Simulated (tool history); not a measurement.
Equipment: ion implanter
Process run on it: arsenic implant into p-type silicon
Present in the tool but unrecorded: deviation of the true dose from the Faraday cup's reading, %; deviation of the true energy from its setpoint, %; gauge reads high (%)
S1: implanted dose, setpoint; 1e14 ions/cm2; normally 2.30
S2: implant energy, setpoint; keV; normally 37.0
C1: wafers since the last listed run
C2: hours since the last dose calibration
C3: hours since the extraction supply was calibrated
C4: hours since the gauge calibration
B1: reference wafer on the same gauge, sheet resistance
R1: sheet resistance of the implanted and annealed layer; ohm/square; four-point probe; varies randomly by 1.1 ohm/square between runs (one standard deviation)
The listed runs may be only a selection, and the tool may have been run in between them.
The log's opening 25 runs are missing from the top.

| run | hour | S1 | S2 | C1 | C2 | C3 | C4 | B1 | R1 |
|---|---|---|---|---|---|---|---|---|---|
| 26 | 345.9 | 1.63 | 40.5 | 77 | 162.3 | 185.1 | 194.6 | 335.15 | 402.74 |
| 27 | 390.6 | 1.98 | 46.0 | 401 | 207.0 | 229.8 | 239.3 | 335.19 | 342.35 |
| 28 | 398.2 | 2.85 | 25.5 | 68 | 214.6 | 237.4 | 246.9 | 334.45 | 286.41 |
| 29 | 411.1 | 2.05 | 29.5 | 115 | 227.5 | 250.3 | 259.8 | 335.50 | 361.10 |
| 30 | 418.7 | 2.30 | 32.0 | 68 | 235.1 | 257.9 | 267.4 | 335.45 | 326.40 |
| 31 | 427.3 | 2.66 | 43.5 | 77 | 243.7 | 266.5 | 276.0 | 335.18 | 277.79 |
| 32 | 443.8 | 2.91 | 37.0 | 148 | 260.2 | 283.0 | 292.5 | 335.41 | 268.26 |
| 33 | 453.3 | 2.66 | 43.5 | 85 | 269.7 | 292.5 | 302.0 | 335.02 | 281.33 |
| 34 | 467.2 | 2.65 | 48.5 | 124 | 283.6 | 306.4 | 315.9 | 335.00 | 276.48 |
| 35 | 475.2 | 2.66 | 24.0 | 71 | 291.6 | 314.4 | 323.9 | 335.15 | 304.47 |
| 36 | 486.2 | 2.30 | 29.0 | 98 | 302.6 | 325.4 | 334.9 | 334.73 | 331.72 |
| 37 | 501.9 | 2.30 | 37.0 | 140 | 318.3 | 341.1 | 350.6 | 335.00 | 318.88 |
| 38 | 517.3 | 2.30 | 42.5 | 138 | 333.7 | 356.5 | 366.0 | 335.67 | 311.81 |

What if the next run were any one of these 3? Each begins from the tool's condition after run 38:
| A | 517.7 | 2.30 | 37.0 | 3 | 334.1 | 356.9 | 366.4 | ? | ? |
| B | 517.7 | 2.63 | 28.0 | 3 | 334.1 | 356.9 | 366.4 | ? | ? |
| C | 517.7 | 2.88 | 47.5 | 3 | 334.1 | 356.9 | 366.4 | ? | ? |

| run | B1 | R1 |
|---|---|---|
| A | 335.03 | 320.58 |
| B | 335.03 | 302.17 |
| C | 335.03 | 261.70 |
Without the tool's unlogged condition, the same runs would have read:
| run | R1 |
|---|---|
| A | 318.92 |
| B | 300.58 |
| C | 260.33 |
